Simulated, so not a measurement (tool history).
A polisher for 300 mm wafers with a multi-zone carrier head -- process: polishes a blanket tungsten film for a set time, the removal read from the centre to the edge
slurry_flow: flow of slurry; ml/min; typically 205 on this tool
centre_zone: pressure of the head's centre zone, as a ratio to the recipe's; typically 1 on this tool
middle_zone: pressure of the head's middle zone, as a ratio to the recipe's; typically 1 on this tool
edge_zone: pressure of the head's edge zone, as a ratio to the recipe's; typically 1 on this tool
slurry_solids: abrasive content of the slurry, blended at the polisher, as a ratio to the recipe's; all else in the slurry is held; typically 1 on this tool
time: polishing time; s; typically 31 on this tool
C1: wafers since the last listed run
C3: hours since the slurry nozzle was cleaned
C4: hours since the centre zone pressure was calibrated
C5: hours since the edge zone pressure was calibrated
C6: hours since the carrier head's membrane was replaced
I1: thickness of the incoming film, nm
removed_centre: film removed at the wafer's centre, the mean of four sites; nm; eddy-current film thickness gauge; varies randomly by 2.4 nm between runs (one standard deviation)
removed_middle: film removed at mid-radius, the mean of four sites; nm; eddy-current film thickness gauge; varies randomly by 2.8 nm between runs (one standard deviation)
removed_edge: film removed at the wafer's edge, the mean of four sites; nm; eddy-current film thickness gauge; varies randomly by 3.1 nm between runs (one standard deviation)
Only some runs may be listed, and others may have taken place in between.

Run 1, hour 0: usual settings; C1 0; wafers polished on this pad 413; C3 437.7; C4 767.5; C5 760.6; C6 1690.4; I1 607. Result: removed_centre 214.2 nm, removed_middle 225.2 nm, removed_edge 223.2 nm.
Run 2, hour 29.6: usual settings; C1 373; wafers polished on this pad 786; C3 467.3; C4 797.1; C5 790.2; C6 1720; I1 618.3. Result: removed_centre 215.3 nm, removed_middle 226 nm, removed_edge 218.2 nm.
At hour 31.2: slurry nozzle cleaned.
Run 3, hour 53.4: usual settings; C1 287; wafers polished on this pad 1074; C3 22.2; C4 820.9; C5 814; C6 1743.8; I1 613. Result: removed_centre 215.8 nm, removed_middle 223.5 nm, removed_edge 225.1 nm.
At hour 60.5: carrier head's membrane replaced by a new one.
Run 4, hour 74.7: usual settings; C1 205; wafers polished on this pad 1280; C3 43.5; C4 842.2; C5 835.3; C6 14.2; I1 609.5. Result: removed_centre 208.4 nm, removed_middle 223.5 nm, removed_edge 219.7 nm.
Run 5, hour 88.7: usual settings but centre_zone 0.93; C1 176; wafers polished on this pad 1456; C3 57.5; C4 856.2; C5 849.3; C6 28.2; I1 600.7. Result: removed_centre 197.9 nm, removed_middle 221.8 nm, removed_edge 220.7 nm.
At hour 112.1: worn pad replaced by a new one.
Run 6, hour 112.6: usual settings but slurry_flow 225 ml/min, time 21 s; C1 251; wafers polished on this pad 6; C3 81.4; C4 880.1; C5 873.2; C6 52.1; I1 619.1. Result: removed_centre 144.7 nm, removed_middle 154.8 nm, removed_edge 147.5 nm.
At hour 137.2: edge zone pressure recalibrated.
Run 7, hour 142.2: usual settings but slurry_flow 145 ml/min, centre_zone 1.07; C1 348; wafers polished on this pad 354; C3 111; C4 909.7; C5 5; C6 81.7; I1 618.1. Result: removed_centre 210.2 nm, removed_middle 210.3 nm, removed_edge 220.9 nm.
Run 8, hour 168.6: usual settings but edge_zone 0.9, time 20 s; C1 333; wafers polished on this pad 688; C3 137.4; C4 936.1; C5 31.4; C6 108.1; I1 607.3. Result: removed_centre 137.7 nm, removed_middle 143 nm, removed_edge 141 nm.
Run 9, hour 181.1: usual settings but slurry_flow 140 ml/min, centre_zone 1.05, time 35 s; C1 157; wafers polished on this pad 845; C3 149.9; C4 948.6; C5 43.9; C6 120.6; I1 602.9. Result: removed_centre 236.5 nm, removed_middle 239.6 nm, removed_edge 242.4 nm.
Run 10, hour 194: usual settings but slurry_flow 175 ml/min, slurry_solids 0.75; C1 162; wafers polished on this pad 1008; C3 162.8; C4 961.5; C5 56.8; C6 133.5; I1 608.5. Result: removed_centre 184.8 nm, removed_middle 203.5 nm, removed_edge 197 nm.
Run 11, hour 222.4: usual settings but slurry_flow 140 ml/min, edge_zone 1.1; C1 358; wafers polished on this pad 1366; C3 191.2; C4 989.9; C5 85.2; C6 161.9; I1 600.9. Result: removed_centre 198 nm, removed_middle 211.4 nm, removed_edge 220.4 nm.
Run 12, hour 253.2: usual settings; C1 388; wafers polished on this pad 1755; C3 222; C4 1020.7; C5 116; C6 192.7; I1 621.1. Result: removed_centre 205.1 nm, removed_middle 220.5 nm, removed_edge 221.2 nm.
At hour 280: worn pad replaced by a new one.
Run 13, hour 288.2: usual settings but time 23 s; C1 391; wafers polished on this pad 103; C3 257; C4 1055.7; C5 151; C6 227.7; I1 618.9. Result: removed_centre 153.2 nm, removed_middle 167.2 nm, removed_edge 164.3 nm.
At hour 291.4: centre zone pressure recalibrated.
Run 14, hour 320.1: usual settings but edge_zone 0.9, time 42 s; C1 377; wafers polished on this pad 481; C3 288.9; C4 28.7; C5 182.9; C6 259.6; I1 609.8. Result: removed_centre 266.5 nm, removed_middle 304.1 nm, removed_edge 294.8 nm.
Run 15, hour 350.2: usual settings; C1 379; wafers polished on this pad 860; C3 319; C4 58.8; C5 213; C6 289.7; I1 613.2. Result: removed_centre 192 nm, removed_middle 228.2 nm, removed_edge 220.1 nm.
Run 16, hour 369.3: usual settings but centre_zone 0.9; C1 240; wafers polished on this pad 1101; C3 338.1; C4 77.9; C5 232.1; C6 308.8; I1 608.4. Result: removed_centre 182.1 nm, removed_middle 228.3 nm, removed_edge 222.4 nm.
Run 17, hour 443.9: usual settings but slurry_flow 255 ml/min, middle_zone 0.95; C1 941; wafers polished on this pad 2043; C3 412.7; C4 152.5; C5 306.7; C6 383.4; I1 602.7. Result: removed_centre 199.9 nm, removed_middle 217.1 nm, removed_edge 223.9 nm.
At hour 457.1: slurry nozzle cleaned.
At hour 459: centre zone pressure recalibrated, repeated, since the last time left the tool worse.
Run 18, hour 459.5: usual settings but slurry_flow 160 ml/min, middle_zone 1.09, edge_zone 0.95, slurry_solids 0.85; C1 160; wafers polished on this pad 2203; C3 2.4; C4 0.5; C5 322.3; C6 399; I1 611.1. Result: removed_centre 204.5 nm, removed_middle 222 nm, removed_edge 197.1 nm.
At hour 468.2: worn pad replaced by a new one.
Run 19, hour 491.6: usual settings but edge_zone 0.95, time 24 s; C1 354; wafers polished on this pad 295; C3 34.5; C4 32.6; C5 354.4; C6 431.1; I1 609.2. Result: removed_centre 171.9 nm, removed_middle 174.6 nm, removed_edge 169.3 nm.
Run 20, hour 525.4: usual settings; C1 426; wafers polished on this pad 722; C3 68.3; C4 66.4; C5 388.2; C6 464.9; I1 602.1. Result: removed_centre 225.2 nm, removed_middle 222.9 nm, removed_edge 219.8 nm.
Run 21, hour 539.2: usual settings; C1 174; wafers polished on this pad 896; C3 82.1; C4 80.2; C5 402; C6 478.7; I1 603.3. Result: removed_centre 220.7 nm, removed_middle 226.5 nm, removed_edge 221.7 nm.

Here are 4 independent what-if runs from the current tool condition. What would each one return?
Run A, hour 539.6: usual settings; C1 5; wafers polished on this pad 901; C3 82.5; C4 80.6; C5 402.4; C6 479.1; I1 618.3. Result: removed_centre ?, removed_middle ?, removed_edge ?.
Run B, hour 539.6: usual settings but middle_zone 0.89, slurry_solids 0.85; C1 5; wafers polished on this pad 901; C3 82.5; C4 80.6; C5 402.4; C6 479.1; I1 618.3. Result: removed_centre ?, removed_middle ?, removed_edge ?.
Run C, hour 539.6: usual settings but slurry_flow 150 ml/min; C1 5; wafers polished on this pad 901; C3 82.5; C4 80.6; C5 402.4; C6 479.1; I1 618.3. Result: removed_centre ?, removed_middle ?, removed_edge ?.
Run D, hour 539.6: usual settings but slurry_flow 250 ml/min, middle_zone 0.95, slurry_solids 1.3; C1 5; wafers polished on this pad 901; C3 82.5; C4 80.6; C5 402.4; C6 479.1; I1 618.3. Result: removed_centre ?, removed_middle ?, removed_edge ?.

run  removed_centre  removed_middle  removed_edge
  A           220.8           224.6         216.7
  B           208.8           192.9         205.4
  C           212.6           217.1         211.3
  D           245.3           238.6         239.3
Stripped of hidden state, with their random variation kept, the same runs would have yielded:
run  removed_centre  removed_middle  removed_edge
  A           222.2           224.6         216.7
  B           210.2           192.9         205.4
  C             214           217.1         211.3
  D           246.9           238.6         239.3
